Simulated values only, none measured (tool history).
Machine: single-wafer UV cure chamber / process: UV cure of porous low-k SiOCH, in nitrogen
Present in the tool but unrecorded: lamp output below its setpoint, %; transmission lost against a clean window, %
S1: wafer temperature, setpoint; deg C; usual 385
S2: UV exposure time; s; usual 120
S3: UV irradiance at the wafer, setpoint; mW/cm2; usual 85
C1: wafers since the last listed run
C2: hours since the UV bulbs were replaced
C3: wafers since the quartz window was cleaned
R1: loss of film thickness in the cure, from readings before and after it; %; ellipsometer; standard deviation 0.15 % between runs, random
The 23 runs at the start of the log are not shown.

{"run": 24, "hour": 1196.3, "S1": 402, "S2": 55, "S3": 46, "C1": 605, "C2": 93.8, "C3": 2063, "R1": 3.558}
{"run": 25, "hour": 1258.2, "S1": 385, "S2": 120, "S3": 85, "C1": 557, "C2": 155.7, "C3": 2621, "R1": 8.773}
{"run": 26, "hour": 1307.4, "S1": 402, "S2": 190, "S3": 85, "C1": 442, "C2": 204.9, "C3": 3063, "R1": 11.465}
{"hour": 1319.9, "done": "quartz window cleaned"}
{"run": 27, "hour": 1354.3, "S1": 385, "S2": 80, "S3": 66, "C1": 350, "C2": 251.8, "C3": 309, "R1": 6.274}
{"run": 28, "hour": 1387.9, "S1": 385, "S2": 120, "S3": 85, "C1": 302, "C2": 285.4, "C3": 611, "R1": 9.304}
{"run": 29, "hour": 1431.9, "S1": 385, "S2": 120, "S3": 85, "C1": 396, "C2": 329.4, "C3": 1008, "R1": 9.236}
{"run": 30, "hour": 1459.4, "S1": 376, "S2": 170, "S3": 85, "C1": 247, "C2": 356.9, "C3": 1255, "R1": 10.793}
{"run": 31, "hour": 1523.3, "S1": 385, "S2": 120, "S3": 85, "C1": 575, "C2": 420.8, "C3": 1831, "R1": 9.419}
{"run": 32, "hour": 1576.5, "S1": 366, "S2": 120, "S3": 51, "C1": 478, "C2": 474.0, "C3": 2310, "R1": 6.178}
{"run": 33, "hour": 1603.4, "S1": 373, "S2": 160, "S3": 52, "C1": 242, "C2": 500.9, "C3": 2552, "R1": 7.481}
{"run": 34, "hour": 1653.3, "S1": 397, "S2": 120, "S3": 98, "C1": 449, "C2": 550.8, "C3": 3001, "R1": 9.547}
{"hour": 1701.6, "done": "quartz window cleaned"}
{"run": 35, "hour": 1803.1, "S1": 385, "S2": 120, "S3": 74, "C1": 1276, "C2": 700.6, "C3": 914, "R1": 8.643}
{"run": 36, "hour": 1835.2, "S1": 369, "S2": 120, "S3": 115, "C1": 289, "C2": 732.7, "C3": 1203, "R1": 10.252}
{"run": 37, "hour": 1866.5, "S1": 372, "S2": 140, "S3": 45, "C1": 281, "C2": 764.0, "C3": 1485, "R1": 6.894}
{"run": 38, "hour": 1898.9, "S1": 375, "S2": 120, "S3": 119, "C1": 291, "C2": 796.4, "C3": 1776, "R1": 10.656}
{"run": 39, "hour": 1954.9, "S1": 385, "S2": 50, "S3": 114, "C1": 504, "C2": 852.4, "C3": 2281, "R1": 6.279}
{"run": 40, "hour": 1992.6, "S1": 378, "S2": 120, "S3": 85, "C1": 339, "C2": 890.1, "C3": 2620, "R1": 8.491}

3 ways to go on from here, each from the tool as it stands after run 40. What would each give?
{"run": "A", "hour": 1993.1, "S1": 371, "S2": 120, "S3": 85, "C1": 4, "C2": 890.6, "C3": 2625, "R1": "?"}
{"run": "B", "hour": 1993.1, "S1": 369, "S2": 50, "S3": 99, "C1": 4, "C2": 890.6, "C3": 2625, "R1": "?"}
{"run": "C", "hour": 1993.1, "S1": 397, "S2": 95, "S3": 96, "C1": 4, "C2": 890.6, "C3": 2625, "R1": "?"}

run=A R1=8.596
run=B R1=5.359
run=C R1=8.562
Stripped of hidden state, with their random variation kept, the same runs would have yielded:
run=A R1=9.214
run=B R1=5.869
run=C R1=9.179
